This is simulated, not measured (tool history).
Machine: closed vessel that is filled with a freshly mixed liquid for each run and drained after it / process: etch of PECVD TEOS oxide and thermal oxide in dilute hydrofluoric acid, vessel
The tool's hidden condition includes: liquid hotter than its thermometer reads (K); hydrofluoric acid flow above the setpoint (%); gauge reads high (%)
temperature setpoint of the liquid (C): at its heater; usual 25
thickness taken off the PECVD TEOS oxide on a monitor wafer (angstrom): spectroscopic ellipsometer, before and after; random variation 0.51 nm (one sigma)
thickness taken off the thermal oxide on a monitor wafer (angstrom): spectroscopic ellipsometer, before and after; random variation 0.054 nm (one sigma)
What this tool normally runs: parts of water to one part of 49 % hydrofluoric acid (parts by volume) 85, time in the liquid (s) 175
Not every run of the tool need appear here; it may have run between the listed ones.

| run | hour | temperature setpoint of the liquid (C) | parts of water to one part of 49 % hydrofluoric acid (parts by volume) | time in the liquid (s) | wafers since the last listed run | hours since the thermometer was replaced | hours since the hydrofluoric acid flow meter was replaced | hours since the gauge calibration | read-back film thickness of the PECVD TEOS oxide reference wafer, read on the same gauge (nm) | read-back film thickness of the thermal oxide reference wafer, read on the same gauge (nm) | thickness taken off the PECVD TEOS oxide on a monitor wafer (angstrom) | thickness taken off the thermal oxide on a monitor wafer (angstrom) |
|---|---|---|---|---|---|---|---|---|---|---|---|---|
| 1 | 0 | 25 | 85 | 175 | 0 | 1784.8 | 574 | 1159.2 | 89.97 | 40 | 560.8 | 108.9 |
| 2 | 54.7 | 21 | 60 | 175 | 6316 | 1839.5 | 628.7 | 1213.9 | 90.01 | 40.01 | 703.2 | 134.9 |
|  | 124.3 | gauge calibrated |
| 3 | 142.9 | 21 | 60 | 175 | 10184 | 1927.7 | 716.9 | 18.6 | 90 | 40.02 | 707 | 134.6 |
| 4 | 210.8 | 28.5 | 70 | 175 | 7840 | 1995.6 | 784.8 | 86.5 | 90.03 | 40.01 | 810.8 | 156.4 |
| 5 | 302.2 | 28.5 | 70 | 175 | 10554 | 2087 | 876.2 | 177.9 | 90.02 | 39.98 | 800.2 | 156.3 |
| 6 | 370.2 | 28.5 | 70 | 175 | 7852 | 2155 | 944.2 | 245.9 | 89.99 | 39.99 | 832.7 | 158.2 |
| 7 | 406.3 | 25 | 85 | 175 | 4168 | 2191.1 | 980.3 | 282 | 89.99 | 39.99 | 578.4 | 112.8 |
| 8 | 490.6 | 25 | 85 | 175 | 9734 | 2275.4 | 1064.6 | 366.3 | 89.97 | 40.01 | 579.6 | 113 |
| 9 | 567.5 | 25 | 85 | 175 | 8880 | 2352.3 | 1141.5 | 443.2 | 90.01 | 40.01 | 589.7 | 113.4 |
| 10 | 607.4 | 25 | 85 | 175 | 4607 | 2392.2 | 1181.4 | 483.1 | 90 | 40 | 593.4 | 112.4 |
| 11 | 664.4 | 25 | 85 | 175 | 6582 | 2449.2 | 1238.4 | 540.1 | 89.99 | 40.03 | 590.5 | 114.3 |
| 12 | 761.1 | 25 | 105 | 140 | 11166 | 2545.9 | 1335.1 | 636.8 | 90 | 39.99 | 379.7 | 73.8 |
| 13 | 960.9 | 25 | 85 | 130 | 23072 | 2745.7 | 1534.9 | 836.6 | 89.94 | 39.99 | 448.9 | 85.8 |
|  | 984 | hydrofluoric acid flow meter replaced |
| 14 | 1015.3 | 25 | 85 | 85 | 6166 | 2800.1 | 31.3 | 891 | 90.04 | 39.99 | 258.7 | 49.8 |
|  | 1032.2 | thermometer replaced |
| 15 | 1111.7 | 25 | 85 | 175 | 11016 | 79.5 | 127.7 | 987.4 | 90.02 | 39.96 | 542.9 | 103.8 |
| 16 | 1212.1 | 25 | 85 | 175 | 11593 | 179.9 | 228.1 | 1087.8 | 90.01 | 40 | 553.7 | 104.2 |
|  | 1245.4 | gauge calibrated |
| 17 | 1301.3 | 25 | 85 | 175 | 10300 | 269.1 | 317.3 | 55.9 | 89.99 | 39.99 | 550.1 | 105.3 |
| 18 | 1354 | 28.5 | 115 | 175 | 6085 | 321.8 | 370 | 108.6 | 90 | 40.03 | 444 | 86.9 |
| 19 | 1405.1 | 29.5 | 65 | 175 | 5900 | 372.9 | 421.1 | 159.7 | 90.03 | 39.99 | 878.8 | 170.2 |
| 20 | 1483.4 | 25 | 85 | 175 | 9041 | 451.2 | 499.4 | 238 | 90 | 39.95 | 551.3 | 106.3 |
| 21 | 1553.2 | 30 | 100 | 240 | 8060 | 521 | 569.2 | 307.8 | 89.98 | 40.02 | 781.2 | 147.7 |
| 22 | 1590.5 | 26.5 | 50 | 140 | 4307 | 558.3 | 606.5 | 345.1 | 90.01 | 40.01 | 837.7 | 163.3 |
| 23 | 1668 | 29 | 50 | 175 | 8949 | 635.8 | 684 | 422.6 | 90.01 | 40 | 1179.4 | 225.1 |
| 24 | 1746.5 | 23 | 85 | 145 | 9064 | 714.3 | 762.5 | 501.1 | 89.99 | 40 | 428.1 | 83 |
| 25 | 1844.8 | 25 | 85 | 125 | 11351 | 812.6 | 860.8 | 599.4 | 89.95 | 40.04 | 404.7 | 78.3 |
| 26 | 1894.2 | 26.5 | 85 | 175 | 5704 | 862 | 910.2 | 648.8 | 90.03 | 40.02 | 606.9 | 117.2 |

Branching from run 26: 4 alternative next runs. What would each branch give?
| A | 1894.9 | 25 | 85 | 175 | 80 | 862.7 | 910.9 | 649.5 | ? | ? | ? | ? |
| B | 1894.9 | 29 | 120 | 270 | 80 | 862.7 | 910.9 | 649.5 | ? | ? | ? | ? |
| C | 1894.9 | 25 | 100 | 175 | 80 | 862.7 | 910.9 | 649.5 | ? | ? | ? | ? |
| D | 1894.9 | 26.5 | 110 | 135 | 80 | 862.7 | 910.9 | 649.5 | ? | ? | ? | ? |

| run | read-back film thickness of the PECVD TEOS oxide reference wafer, read on the same gauge (nm) | read-back film thickness of the thermal oxide reference wafer, read on the same gauge (nm) | thickness taken off the PECVD TEOS oxide on a monitor wafer (angstrom) | thickness taken off the thermal oxide on a monitor wafer (angstrom) |
|---|---|---|---|---|
| A | 89.99 | 40 | 568.1 | 110.5 |
| B | 89.99 | 40 | 694.1 | 135 |
| C | 89.99 | 40 | 474.3 | 92.2 |
| D | 89.99 | 40 | 348.5 | 67.8 |
Without the tool's hidden state the same runs would have given:
| run | thickness taken off the PECVD TEOS oxide on a monitor wafer (angstrom) | thickness taken off the thermal oxide on a monitor wafer (angstrom) |
|---|---|---|
| A | 525.5 | 102.2 |
| B | 639.7 | 124.4 |
| C | 438.2 | 85.2 |
| D | 321.6 | 62.6 |

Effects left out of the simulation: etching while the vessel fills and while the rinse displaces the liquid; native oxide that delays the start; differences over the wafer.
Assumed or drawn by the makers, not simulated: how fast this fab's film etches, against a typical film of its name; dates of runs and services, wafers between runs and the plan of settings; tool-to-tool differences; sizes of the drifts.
